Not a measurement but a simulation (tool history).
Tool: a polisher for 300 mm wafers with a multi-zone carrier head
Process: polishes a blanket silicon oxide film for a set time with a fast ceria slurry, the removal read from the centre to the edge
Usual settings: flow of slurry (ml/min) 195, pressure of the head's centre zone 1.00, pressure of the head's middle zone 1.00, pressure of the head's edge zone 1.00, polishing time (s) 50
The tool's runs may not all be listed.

run   hour  flow of slurry (ml/min)  pressure of the head's centre zone  pressure of the head's middle zone  pressure of the head's edge zone  polishing time (s)  incoming thickness of the incoming film, nm  film removed at the wafer's centre (nm)  film removed at mid-radius (nm)  film removed at the wafer's edge (nm)
  1    0.0                      195                                1.00                                1.00                              1.00                  50                                       2562.0                                    678.0                            677.9                                  662.9
  2   26.7                      195                                1.00                                1.00                              1.00                  50                                       2556.5                                    657.6                            670.5                                  646.5
  3   52.7                      195                                1.00                                1.00                              1.00                  50                                       2635.8                                    642.6                            668.6                                  633.3
      82.0  -- worn pad replaced by a new one
  4   82.5                      250                                1.00                                1.00                              1.00                  50                                       2591.9                                    726.9                            722.5                                  708.4
  5   95.0                      250                                1.00                                1.00                              1.00                  50                                       2616.6                                    715.7                            732.1                                  693.9
     111.8  -- carrier head's membrane replaced by a new one
  6  130.5                      195                                1.00                                1.00                              1.00                  50                                       2591.6                                    684.5                            686.8                                  663.8
  7  154.2                      220                                1.00                                1.00                              0.91                  50                                       2591.4                                    677.0                            683.9                                  645.7
  8  166.4                      195                                1.00                                1.00                              0.94                  68                                       2564.6                                    911.3                            922.2                                  859.3
  9  193.1                      195                                1.00                                1.00                              1.00                  50                                       2534.6                                    662.8                            672.8                                  640.9
 10  219.5                      260                                1.10                                0.95                              1.00                  45                                       2593.5                                    663.9                            580.7                                  576.0
     225.4  -- centre zone pressure recalibrated
 11  242.1                      195                                1.00                                1.00                              1.00                  50                                       2588.9                                    641.9                            644.5                                  620.2
     266.8  -- worn pad replaced by a new one
 12  271.8                      195                                1.10                                1.08                              1.06                  50                                       2565.7                                    767.6                            739.5                                  697.6
 13  293.3                      220                                1.00                                0.93                              1.12                  36                                       2561.4                                    501.9                            477.6                                  525.7
 14  311.5                      155                                1.00                                1.00                              0.91                  50                                       2571.2                                    647.5                            654.3                                  620.4
     351.6  -- slurry nozzle cleaned
 15  414.0                      195                                1.00                                1.00                              1.07                  37                                       2552.4                                    474.0                            475.3                                  479.9
 16  428.0                      195                                1.00                                1.00                              0.94                  38                                       2545.6                                    483.2                            480.8                                  460.6
     438.6  -- edge zone pressure recalibrated
     451.4  -- worn pad replaced by a new one
 17  460.0                      195                                1.09                                1.00                              1.00                  50                                       2600.8                                    751.6                            706.2                                  686.0
 18  474.2                      195                                1.04                                1.00                              0.97                  50                                       2612.7                                    716.4                            702.9                                  667.9
 19  508.7                      195                                1.00                                1.00                              1.00                  50                                       2589.4                                    673.2                            689.4                                  670.5
 20  539.4                      150                                1.00                                1.00                              0.92                  50                                       2581.7                                    630.8                            642.5                                  605.3
 21  600.6                      230                                1.08                                1.07                              1.00                  38                                       2585.7                                    532.0                            522.2                                  481.6

5 ways to go on from here, each from the tool as it stands after run 21. What would each give?
  A  601.0                      195                                1.00                                0.90                              1.00                  50                                       2593.0                                        ?                                ?                                      ?
  B  601.0                      195                                1.00                                1.00                              1.07                  50                                       2593.0                                        ?                                ?                                      ?
  C  601.0                      125                                1.00                                1.07                              0.91                  50                                       2593.0                                        ?                                ?                                      ?
  D  601.0                      195                                0.96                                1.08                              0.94                  50                                       2593.0                                        ?                                ?                                      ?
  E  601.0                      195                                0.91                                1.00                              0.92                  50                                       2593.0                                        ?                                ?                                      ?

run  film removed at the wafer's centre (nm)  film removed at mid-radius (nm)  film removed at the wafer's edge (nm)
  A                                    635.4                            604.7                                  628.5
  B                                    635.7                            649.1                                  649.0
  C                                    580.7                            627.9                                  566.3
  D                                    611.4                            685.0                                  609.0
  E                                    580.2                            649.6                                  603.5
Without the tool's hidden state the same runs would have given:
run  film removed at the wafer's centre (nm)  film removed at mid-radius (nm)  film removed at the wafer's edge (nm)
  A                                    695.3                            661.8                                  687.8
  B                                    695.7                            710.4                                  710.2
  C                                    635.5                            687.1                                  619.7
  D                                    669.0                            749.6                                  666.5
  E                                    635.0                            710.8                                  660.4
